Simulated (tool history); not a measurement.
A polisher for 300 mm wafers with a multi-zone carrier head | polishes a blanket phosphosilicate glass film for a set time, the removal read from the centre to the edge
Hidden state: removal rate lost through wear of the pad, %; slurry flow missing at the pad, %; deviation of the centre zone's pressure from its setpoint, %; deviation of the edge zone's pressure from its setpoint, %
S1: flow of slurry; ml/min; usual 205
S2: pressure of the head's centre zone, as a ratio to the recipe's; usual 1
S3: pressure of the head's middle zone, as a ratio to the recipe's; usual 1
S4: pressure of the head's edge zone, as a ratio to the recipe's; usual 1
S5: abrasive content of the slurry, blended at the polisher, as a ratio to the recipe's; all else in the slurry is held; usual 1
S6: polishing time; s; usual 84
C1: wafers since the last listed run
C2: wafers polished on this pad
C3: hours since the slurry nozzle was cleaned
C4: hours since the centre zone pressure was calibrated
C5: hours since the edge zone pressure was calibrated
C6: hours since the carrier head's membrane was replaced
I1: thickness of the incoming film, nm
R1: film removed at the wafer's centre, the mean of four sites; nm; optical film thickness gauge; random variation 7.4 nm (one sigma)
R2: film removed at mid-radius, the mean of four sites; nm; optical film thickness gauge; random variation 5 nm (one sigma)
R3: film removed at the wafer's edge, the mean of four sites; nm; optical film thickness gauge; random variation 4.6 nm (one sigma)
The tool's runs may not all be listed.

run,day,S1,S2,S3,S4,S5,S6,C1,C2,C3,C4,C5,C6,I1,R1,R2,R3
1,0,205,1,1,1,1,84,0,521,393.7,521,130.2,929.3,2468.4,554.2,550.7,554.6
2,1.442,205,1,1,1,1,84,299,821,428.3,555.6,164.8,963.9,2498,557.4,553.9,556.4
3,2.067,205,1,1,1,1,84,129,951,443.3,570.6,179.8,978.9,2483.9,549.5,552.7,551.6
# day 2.912: worn pad replaced by a new one
4,3.117,205,1,1,1,1,84,183,42,468.5,595.8,205,1004.1,2523.6,536.8,554,555.1
# day 5.067: centre zone pressure recalibrated
# day 5.738: slurry nozzle cleaned
5,6.217,205,1.07,1,1,1,84,618,661,11.5,27.6,279.4,1078.5,2497.2,576.3,548.7,551.5
6,7.579,205,1.07,1,1,1,84,283,944,44.2,60.3,312.1,1111.2,2470.4,571,559,553.2
# day 8.571: carrier head's membrane replaced by a new one
7,8.592,205,1.08,1,1,1,84,167,1112,68.5,84.6,336.4,0.5,2476.1,590.9,548.6,560.5
# day 8.804: worn pad replaced by a new one
8,8.925,205,1.08,1,1,1,66,34,25,76.5,92.6,344.4,8.5,2494.3,463.4,435.2,436.9
9,10.112,205,1,1,1,1.15,109,246,272,105,121.1,372.9,37,2523.5,751.4,767,763
10,11.012,205,0.95,1,0.88,1,84,187,459,126.6,142.7,394.5,58.6,2453.3,533.2,551.6,515.8
11,12.146,265,0.96,1.05,0.89,1,84,235,694,153.8,169.9,421.7,85.8,2476,551,602.1,535.6
12,12.9,205,1,1,1,1,84,156,851,171.9,188,439.8,103.9,2497.7,551.1,560.3,550.5
# day 13.146: edge zone pressure recalibrated
13,13.558,205,0.95,1,0.88,1,84,119,971,187.7,203.8,9.9,119.7,2526.8,525.1,558.1,524.5
14,14.208,205,1,1.05,1,0.75,84,135,1106,203.3,219.4,25.5,135.3,2535.1,471.6,496.6,478.8
# day 15.55: worn pad replaced by a new one
15,15.571,205,1,1,0.95,0.7,84,248,4,236,252.1,58.2,168,2541,465.3,449.9,453.5
16,16.775,205,1,1,0.92,1,84,250,255,264.9,281,87.1,196.9,2473.8,558.9,550.8,522.8
17,17.325,260,1,1.03,1,1,84,114,369,278.1,294.2,100.3,210.1,2491.5,568.8,584,564.7
18,18.133,230,1,1.1,0.94,1.15,84,168,537,297.5,313.6,119.7,229.5,2529,592,632.6,574.8
19,19.538,205,0.96,1.11,0.96,1,84,291,829,331.2,347.3,153.4,263.2,2509.9,511.2,589.4,547.2
20,20.808,205,1.06,1.04,1,0.8,84,264,1093,361.7,377.8,183.9,293.7,2518.5,500.9,513.6,491.5
21,22.167,205,1,1,1,1,84,282,1376,394.3,410.4,216.5,326.3,2484.8,542.7,562,560.7
# day 22.771: worn pad replaced by a new one
22,23.333,275,1,1,1.11,0.9,84,207,116,422.3,438.4,244.5,354.3,2498.4,545,541.5,558.2

3 ways to go on from here, each from the tool as it stands after run 22. What would each give?
A,23.35,205,1,1,1,1,84,3,120,422.7,438.8,244.9,354.7,2493,?,?,?
B,23.35,205,1,1.03,1.09,1,84,3,120,422.7,438.8,244.9,354.7,2493,?,?,?
C,23.35,160,1.11,1,1,0.75,84,3,120,422.7,438.8,244.9,354.7,2493,?,?,?

run,R1,R2,R3
A,557.5,549.7,552.9
B,557.6,563.5,576.7
C,505.7,455.2,463.5
Without the tool's hidden state the same runs would have given:
run,R1,R2,R3
A,557.5,549.7,552.9
B,557.6,563.5,576.7
C,505.7,455.2,463.5
